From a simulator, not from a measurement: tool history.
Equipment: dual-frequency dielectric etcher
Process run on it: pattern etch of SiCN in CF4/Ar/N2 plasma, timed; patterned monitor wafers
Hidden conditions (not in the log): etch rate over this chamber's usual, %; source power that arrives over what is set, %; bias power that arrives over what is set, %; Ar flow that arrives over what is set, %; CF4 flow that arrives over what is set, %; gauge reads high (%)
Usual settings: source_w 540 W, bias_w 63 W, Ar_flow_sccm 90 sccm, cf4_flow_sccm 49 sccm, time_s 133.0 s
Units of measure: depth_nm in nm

run   hour  source_w  bias_w  Ar_flow_sccm  cf4_flow_sccm  time_s  wafers since the last listed run  hours since the last wet clean  hours since the last source power generator calibration  hours since the last bias power generator calibration  hours since the last Ar flow controller change  hours since the last CF4 flow controller change  hours since the last upper electrode change  hours since the gauge calibration  read-back reference wafer on the same gauge, depth_nm  depth_nm
  1    0.0       540      63            90             46   133.0                                 0                           360.2                                                   2481.9                                                 1693.0                                          4738.4                                           4984.6                                       6275.4                              239.3                                                  143.0     135.0
  2    9.6       540      63            90             49   133.0                                74                           369.8                                                   2491.5                                                 1702.6                                          4748.0                                           4994.2                                       6285.0                              248.9                                                  143.1     134.9
  3   19.4       540      63            90             49   133.0                                75                           379.6                                                   2501.3                                                 1712.4                                          4757.8                                           5004.0                                       6294.8                              258.7                                                  142.9     135.4
  4   27.1       540      63            90             49   133.0                                59                           387.3                                                   2509.0                                                 1720.1                                          4765.5                                           5011.7                                       6302.5                              266.4                                                  142.7     135.7
  5   36.5       540      63            90             49   133.0                                72                           396.7                                                   2518.4                                                 1729.5                                          4774.9                                           5021.1                                       6311.9                              275.8                                                  143.1     135.5
  6   52.1       540      63            90             49   133.0                               120                           412.3                                                   2534.0                                                 1745.1                                          4790.5                                           5036.7                                       6327.5                              291.4                                                  142.8     135.9
  7   62.3       540      63            90             49   133.0                                78                           422.5                                                   2544.2                                                 1755.3                                          4800.7                                           5046.9                                       6337.7                              301.6                                                  143.0     136.6
  8   72.1       540      63            90             49   133.0                                75                           432.3                                                   2554.0                                                 1765.1                                          4810.5                                           5056.7                                       6347.5                              311.4                                                  143.0     136.3
  9   79.0       540      63            90             49   133.0                                53                           439.2                                                   2560.9                                                 1772.0                                          4817.4                                           5063.6                                       6354.4                              318.3                                                  143.1     137.3
      93.8  -- source power generator calibrated
 10   94.3       540      63            90             49   133.0                                87                           454.5                                                      0.5                                                 1787.3                                          4832.7                                           5078.9                                       6369.7                              333.6                                                  143.2     137.0
 11  107.6       540      63            90             49   133.0                               102                           467.8                                                     13.8                                                 1800.6                                          4846.0                                           5092.2                                       6383.0                              346.9                                                  143.1     136.5
     124.8  -- gauge calibrated
 12  157.9       540      63            83             49   133.0                               388                           518.1                                                     64.1                                                 1850.9                                          4896.3                                           5142.5                                       6433.3                               33.1                                                  142.8     140.0
     173.8  -- CF4 flow controller replaced
     179.8  -- Ar flow controller replaced
     194.2  -- upper electrode replaced
     204.2  -- bias power generator calibrated
     207.5  -- wet clean of the chamber
 13  208.0       540      63            90             49   133.0                               126                             0.5                                                    114.2                                                    3.8                                            28.2                                             34.2                                         13.8                               83.2                                                  142.9     130.9
 14  208.4       470      72            90             52   133.0                                 3                             0.9                                                    114.6                                                    4.2                                            28.6                                             34.6                                         14.2                               83.6                                                  143.0     118.7
 15  208.7       620      72            71             49   114.5                                 2                             1.2                                                    114.9                                                    4.5                                            28.9                                             34.9                                         14.5                               83.9                                                  143.0     143.6
 16  209.1       620      72            71             49   114.5                                 3                             1.6                                                    115.3                                                    4.9                                            29.3                                             35.3                                         14.9                               84.3                                                  143.1     142.4
 17  216.2       480      79            74             49   133.0                                54                             8.7                                                    122.4                                                   12.0                                            36.4                                             42.4                                         22.0                               91.4                                                  143.1     130.9
 18  238.0       470      63            84             42   105.0                               168                            30.5                                                    144.2                                                   33.8                                            58.2                                             64.2                                         43.8                              113.2                                                  142.9      89.2
 19  254.9       540      73            80             54   133.0                               130                            47.4                                                    161.1                                                   50.7                                            75.1                                             81.1                                         60.7                              130.1                                                  143.1     142.6
 20  266.3       540      51            97             49   110.5                                88                            58.8                                                    172.5                                                   62.1                                            86.5                                             92.5                                         72.1                              141.5                                                  143.0     100.1
 21  273.6       610      48           103             49   133.0                                56                            66.1                                                    179.8                                                   69.4                                            93.8                                             99.8                                         79.4                              148.8                                                  142.9     131.8
 22  289.6       540      63            90             49   133.0                               123                            82.1                                                    195.8                                                   85.4                                           109.8                                            115.8                                         95.4                              164.8                                                  142.9     131.5

Some steps in depth_nm, run to run, broken into two amounts with sign: the step expected even without the hidden condition (settings, incoming material, random variation), and the rest, left for the hidden condition together with whatever gauge scatter is not in both the measured and the hidden-condition-free result:
Run 11 -> 12: Ar_flow_sccm 90 -> 83, gauge calibrated. depth_nm +3.5 nm: hidden state +0.8, all else +2.7.
Run 12 -> 13: Ar_flow_sccm 83 -> 90, CF4 flow controller replaced, Ar flow controller replaced, upper electrode replaced, bias power generator calibrated, wet clean of the chamber. depth_nm -9.1 nm: hidden state -7.0, all else -2.1.
Run 18 -> 19: source_w 470 -> 540, bias_w 63 -> 73, Ar_flow_sccm 84 -> 80, cf4_flow_sccm 42 -> 54, time_s 105.0 -> 133.0. depth_nm +53.4 nm: hidden state +0.1, all else +53.3.
Run 19 -> 20: bias_w 73 -> 51, Ar_flow_sccm 80 -> 97, cf4_flow_sccm 54 -> 49, time_s 133.0 -> 110.5. depth_nm -42.5 nm: hidden state +0.1, all else -42.6.

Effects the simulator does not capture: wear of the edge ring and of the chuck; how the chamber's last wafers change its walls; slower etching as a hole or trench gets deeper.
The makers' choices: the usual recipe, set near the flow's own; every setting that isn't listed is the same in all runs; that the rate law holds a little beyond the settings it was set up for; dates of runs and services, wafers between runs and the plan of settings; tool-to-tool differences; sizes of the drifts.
